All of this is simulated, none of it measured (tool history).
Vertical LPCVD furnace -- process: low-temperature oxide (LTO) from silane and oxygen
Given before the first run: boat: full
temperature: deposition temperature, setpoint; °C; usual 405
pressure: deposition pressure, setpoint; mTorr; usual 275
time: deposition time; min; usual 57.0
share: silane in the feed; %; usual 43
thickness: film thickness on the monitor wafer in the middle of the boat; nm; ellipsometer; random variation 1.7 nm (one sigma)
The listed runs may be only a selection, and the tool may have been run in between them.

run	day	temperature	pressure	time	share	read-back reference wafer on the same gauge, thickness	thickness
1	0.000	405	295	57.0	43	593.90	765.33
# day 0.225: gauge calibrated
2	1.475	405	295	57.0	43	593.67	769.34
3	2.738	405	295	57.0	43	593.83	770.48
4	4.017	405	275	57.0	43	593.70	715.99
5	4.608	405	305	57.0	43	594.44	793.87
6	5.258	405	275	57.0	43	594.50	714.83
7	5.912	398	275	57.0	43	593.86	664.11
# day 7.767: silane flow controller replaced
8	7.788	398	275	57.0	43	594.09	662.98
9	8.021	398	275	57.0	43	594.17	663.60
# day 9.396: thermocouples replaced and temperature profile calibrated
10	9.417	405	275	57.0	43	593.40	715.50
11	9.754	405	275	64.0	43	593.96	805.42
12	12.625	416	305	35.5	50	594.33	635.59
13	14.025	405	275	57.0	43	594.15	718.20
14	14.725	405	275	65.0	40	594.15	754.25
# day 15.404: gauge calibrated
15	15.475	405	275	64.0	50	594.19	927.46
# day 16.488: pressure gauge zeroed
16	16.508	405	275	57.0	43	593.89	715.33
17	17.488	415	275	47.0	43	593.91	656.29
18	18.008	405	275	57.0	43	594.36	714.54
19	19.429	400	275	65.5	43	594.40	778.59
20	21.033	405	255	76.0	48	593.87	985.13
21	21.904	405	275	36.0	43	593.91	452.25

State the hidden condition of the tool at each of the runs:
true tube temperature minus thermocouple reading, K: 0 in every run
true pressure minus gauge reading, mTorr: 0 in every run
deviation of the silane flow from its setpoint, %: 0 in every run
gauge reads high (%): 0 in every run
